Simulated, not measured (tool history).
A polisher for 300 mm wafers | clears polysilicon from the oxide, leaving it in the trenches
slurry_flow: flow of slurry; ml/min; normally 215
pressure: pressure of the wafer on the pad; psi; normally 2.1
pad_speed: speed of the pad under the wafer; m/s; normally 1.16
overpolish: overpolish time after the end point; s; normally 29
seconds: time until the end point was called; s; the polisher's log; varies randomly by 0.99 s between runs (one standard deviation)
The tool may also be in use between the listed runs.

run,hour,slurry_flow,pressure,pad_speed,overpolish,wafers since the last listed run,wafers polished on this pad,hours since the slurry nozzle was cleaned,hours since the head pressure was calibrated,"incoming thickness of the incoming film, nm",seconds
1,0.0,255,2.1,1.40,29,0,798,729.8,398.4,792.0,48.0
# hour 47.4: worn pad replaced by a new one
2,47.9,255,2.1,1.40,29,224,2,777.7,446.3,779.0,49.3
# hour 66.4: slurry nozzle cleaned
3,92.9,245,1.5,1.16,29,225,228,26.5,491.3,787.0,80.9
4,146.1,215,2.1,1.16,29,272,500,79.7,544.5,784.0,58.7
5,177.8,215,2.1,1.16,29,162,663,111.4,576.2,800.5,59.6
6,241.0,215,2.5,1.16,29,323,986,174.6,639.4,782.2,49.7
# hour 276.3: worn pad replaced by a new one
7,288.7,215,2.1,1.16,29,223,63,222.3,687.1,795.6,59.4
8,347.9,215,2.1,1.16,29,303,366,281.5,746.3,802.5,62.4
9,405.5,215,2.1,1.16,29,295,661,339.1,803.9,800.5,62.2
10,460.7,140,2.1,0.82,29,282,944,394.3,859.1,790.1,87.4
# hour 470.8: worn pad replaced by a new one
11,524.0,150,1.6,1.16,34,303,272,457.6,922.4,782.5,83.4
12,566.7,215,2.5,1.16,29,218,491,500.3,965.1,787.1,53.0
13,631.5,265,1.7,1.16,43,331,823,565.1,1029.9,790.7,75.0
14,676.1,265,1.7,1.16,43,228,1051,609.7,1074.5,791.1,76.5
# hour 711.9: worn pad replaced by a new one
15,714.0,145,2.5,0.82,24,173,10,647.6,1112.4,789.5,76.6
# hour 790.4: slurry nozzle cleaned
# hour 815.4: head pressure recalibrated
16,885.0,145,1.8,1.16,34,860,871,94.6,69.6,791.4,76.4

Estimate the outcome of run 17 from the log above:
# hour 916.3: worn pad replaced by a new one
17,1098.6,245,2.3,1.16,18,1073,933,308.2,283.2,784.0,?

seconds: 52.8 s
Minus the tool's unlogged condition, the same run would have read seconds 51.1 s.
